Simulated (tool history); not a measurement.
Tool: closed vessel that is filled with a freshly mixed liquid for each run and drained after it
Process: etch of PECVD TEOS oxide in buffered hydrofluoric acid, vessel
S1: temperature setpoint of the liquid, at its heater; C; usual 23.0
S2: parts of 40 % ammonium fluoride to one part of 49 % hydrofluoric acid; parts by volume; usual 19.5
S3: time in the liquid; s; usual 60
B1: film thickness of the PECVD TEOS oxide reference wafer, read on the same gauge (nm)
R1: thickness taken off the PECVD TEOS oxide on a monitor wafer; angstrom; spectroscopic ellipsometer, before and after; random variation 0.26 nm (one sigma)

run,hour,S1,S2,S3,B1,R1
1,0.0,23.0,19.5,60,100.01,772.9
2,16.9,23.0,19.5,60,99.97,767.9
3,34.9,23.0,19.5,60,100.00,771.2
4,44.1,23.0,19.5,60,100.00,768.3
5,53.6,23.0,19.5,45,100.02,577.2
6,70.7,23.0,19.5,60,99.97,773.5
7,83.5,23.0,19.5,60,100.01,769.7
8,90.9,23.0,17.5,45,100.00,621.6
9,107.1,19.0,13.5,60,100.00,859.3
10,113.1,28.0,19.5,45,100.00,747.0
11,130.2,19.0,17.5,40,100.00,440.2
# hour 133.2: thermometer replaced
# hour 136.1: gauge calibrated
# hour 136.7: hydrofluoric acid flow meter replaced
12,143.6,21.0,25.0,60,100.00,539.5
13,159.4,23.0,17.0,60,99.99,814.4
14,167.6,19.0,12.5,95,100.02,1394.8
15,182.8,23.0,19.5,60,100.01,715.1
16,191.5,23.0,19.5,50,100.01,593.1
17,201.2,21.0,23.5,60,99.99,558.6

4 ways to go on from here, each from the tool as it stands after run 17. What would each give?
A,201.9,23.0,17.5,60,?,?
B,201.9,19.0,11.5,80,?,?
C,201.9,24.5,14.0,90,?,?
D,201.9,19.0,26.0,60,?,?

run,B1,R1
A,100.01,790.0
B,100.01,1273.6
C,100.01,1602.2
D,100.01,466.1
Without the tool's hidden state the same runs would have given:
run,R1
A,806.5
B,1299.7
C,1635.5
D,471.8
